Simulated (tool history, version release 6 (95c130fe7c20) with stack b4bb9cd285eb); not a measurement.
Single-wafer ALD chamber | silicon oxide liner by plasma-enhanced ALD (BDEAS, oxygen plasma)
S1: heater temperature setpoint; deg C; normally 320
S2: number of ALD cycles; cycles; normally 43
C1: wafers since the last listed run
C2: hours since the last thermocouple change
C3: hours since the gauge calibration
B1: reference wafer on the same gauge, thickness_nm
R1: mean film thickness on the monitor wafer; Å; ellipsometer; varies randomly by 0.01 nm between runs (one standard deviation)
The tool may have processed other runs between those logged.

run 1 hour=0 | S1=314 S2=49 | C1=0 C2=342.6 C3=203.3 | B1=4.888 | R1=47.24
run 2 hour=52.1 | S1=314 S2=49 | C1=581 C2=394.7 C3=255.4 | B1=4.884 | R1=47.21
run 3 hour=88.7 | S1=314 S2=49 | C1=408 C2=431.3 C3=292 | B1=4.886 | R1=47.24
run 4 hour=147.6 | S1=320 S2=43 | C1=657 C2=490.2 C3=350.9 | B1=4.879 | R1=41.25
run 5 hour=191.7 | S1=320 S2=43 | C1=491 C2=534.3 C3=395 | B1=4.875 | R1=41.24
run 6 hour=249.6 | S1=320 S2=43 | C1=645 C2=592.2 C3=452.9 | B1=4.877 | R1=41.1
run 7 hour=312.8 | S1=315 S2=43 | C1=704 C2=655.4 C3=516.1 | B1=4.879 | R1=41.31
run 8 hour=372.9 | S1=315 S2=43 | C1=670 C2=715.5 C3=576.2 | B1=4.873 | R1=41.55
run 9 hour=425.1 | S1=320 S2=43 | C1=582 C2=767.7 C3=628.4 | B1=4.872 | R1=41.08
run 10 hour=487.4 | S1=320 S2=43 | C1=694 C2=830 C3=690.7 | B1=4.859 | R1=41.13
run 11 hour=555.4 | S1=320 S2=43 | C1=758 C2=898 C3=758.7 | B1=4.858 | R1=41.18
run 12 hour=597.8 | S1=320 S2=43 | C1=472 C2=940.4 C3=801.1 | B1=4.854 | R1=41.09
run 13 hour=623.4 | S1=320 S2=43 | C1=285 C2=966 C3=826.7 | B1=4.854 | R1=40.96
run 14 hour=693.4 | S1=328 S2=48 | C1=780 C2=1036 C3=896.7 | B1=4.847 | R1=45.27
run 15 hour=745.3 | S1=320 S2=37 | C1=578 C2=1087.9 C3=948.6 | B1=4.842 | R1=35.09
-- hour=793.3 thermocouple changed; heater temperature recalibrated
run 16 hour=810.1 | S1=325 S2=43 | C1=633 C2=16.8 C3=1013.4 | B1=4.842 | R1=40.57
run 17 hour=874.5 | S1=325 S2=43 | C1=718 C2=81.2 C3=1077.8 | B1=4.833 | R1=40.56
run 18 hour=919.1 | S1=325 S2=43 | C1=497 C2=125.8 C3=1122.4 | B1=4.826 | R1=40.55
run 19 hour=1015.9 | S1=320 S2=47 | C1=1079 C2=222.6 C3=1219.2 | B1=4.817 | R1=44.32
run 20 hour=1043.4 | S1=320 S2=43 | C1=306 C2=250.1 C3=1246.7 | B1=4.81 | R1=40.71
run 21 hour=1123.2 | S1=320 S2=43 | C1=890 C2=329.9 C3=1326.5 | B1=4.801 | R1=40.43
-- hour=1125.7 gauge calibrated
run 22 hour=1157.7 | S1=320 S2=43 | C1=384 C2=364.4 C3=32 | B1=4.893 | R1=41.4
run 23 hour=1202.5 | S1=320 S2=43 | C1=499 C2=409.2 C3=76.8 | B1=4.892 | R1=41.38
run 24 hour=1252.3 | S1=308 S2=49 | C1=555 C2=459 C3=126.6 | B1=4.893 | R1=47.91
run 25 hour=1276.8 | S1=315 S2=41 | C1=273 C2=483.5 C3=151.1 | B1=4.894 | R1=39.65
run 26 hour=1325.4 | S1=320 S2=43 | C1=542 C2=532.1 C3=199.7 | B1=4.897 | R1=41.32
run 27 hour=1355.2 | S1=320 S2=43 | C1=332 C2=561.9 C3=229.5 | B1=4.893 | R1=41.27
run 28 hour=1413.8 | S1=320 S2=48 | C1=653 C2=620.5 C3=288.1 | B1=4.891 | R1=45.81
run 29 hour=1457.1 | S1=320 S2=36 | C1=482 C2=663.8 C3=331.4 | B1=4.889 | R1=34.61
run 30 hour=1515.8 | S1=320 S2=43 | C1=654 C2=722.5 C3=390.1 | B1=4.885 | R1=41.29
run 31 hour=1561.5 | S1=325 S2=40 | C1=509 C2=768.2 C3=435.8 | B1=4.89 | R1=38.11
run 32 hour=1604.8 | S1=312 S2=47 | C1=482 C2=811.5 C3=479.1 | B1=4.883 | R1=45.49
run 33 hour=1629.2 | S1=320 S2=45 | C1=272 C2=835.9 C3=503.5 | B1=4.886 | R1=43.12
run 34 hour=1685.6 | S1=310 S2=38 | C1=629 C2=892.3 C3=559.9 | B1=4.879 | R1=36.78
run 35 hour=1733.1 | S1=328 S2=35 | C1=529 C2=939.8 C3=607.4 | B1=4.878 | R1=33.18
run 36 hour=1762.9 | S1=316 S2=38 | C1=332 C2=969.6 C3=637.2 | B1=4.876 | R1=36.45
run 37 hour=1791.4 | S1=324 S2=45 | C1=317 C2=998.1 C3=665.7 | B1=4.87 | R1=42.85
run 38 hour=1818.1 | S1=331 S2=51 | C1=297 C2=1024.8 C3=692.4 | B1=4.868 | R1=48.25
run 39 hour=1880.1 | S1=314 S2=51 | C1=691 C2=1086.8 C3=754.4 | B1=4.867 | R1=48.93
-- hour=1920.9 thermocouple changed; heater temperature recalibrated
run 40 hour=1921.4 | S1=316 S2=46 | C1=371 C2=0.5 C3=795.7 | B1=4.867 | R1=44.26
run 41 hour=1944.1 | S1=320 S2=45 | C1=253 C2=23.2 C3=818.4 | B1=4.86 | R1=42.92
run 42 hour=1985.3 | S1=316 S2=36 | C1=459 C2=64.4 C3=859.6 | B1=4.857 | R1=34.58

Difference, measured minus no-hidden-state, one row per run. Run-to-run variation is common to both terms; the gauge's own scatter need not be:
Hidden state at play: wafer temperature above the value expected at the setpoint (K); gauge reads high (%).
run=1 R1=-0.14
run=2 R1=-0.15
run=3 R1=-0.16
run=4 R1=-0.16
run=5 R1=-0.17
run=6 R1=-0.19
run=7 R1=-0.22
run=8 R1=-0.25
run=9 R1=-0.27
run=10 R1=-0.3
run=11 R1=-0.34
run=12 R1=-0.37
run=13 R1=-0.38
run=14 R1=-0.48
run=15 R1=-0.4
run=16 R1=-0.52
run=17 R1=-0.58
run=18 R1=-0.62
run=19 R1=-0.78
run=20 R1=-0.74
run=21 R1=-0.82
run=22 R1=-0.04
run=23 R1=-0.04
run=24 R1=-0.05
run=25 R1=-0.04
run=26 R1=-0.05
run=27 R1=-0.06
run=28 R1=-0.09
run=29 R1=-0.07
run=30 R1=-0.1
run=31 R1=-0.11
run=32 R1=-0.15
run=33 R1=-0.15
run=34 R1=-0.15
run=35 R1=-0.15
run=36 R1=-0.19
run=37 R1=-0.23
run=38 R1=-0.27
run=39 R1=-0.33
run=40 R1=-0.32
run=41 R1=-0.33
run=42 R1=-0.28
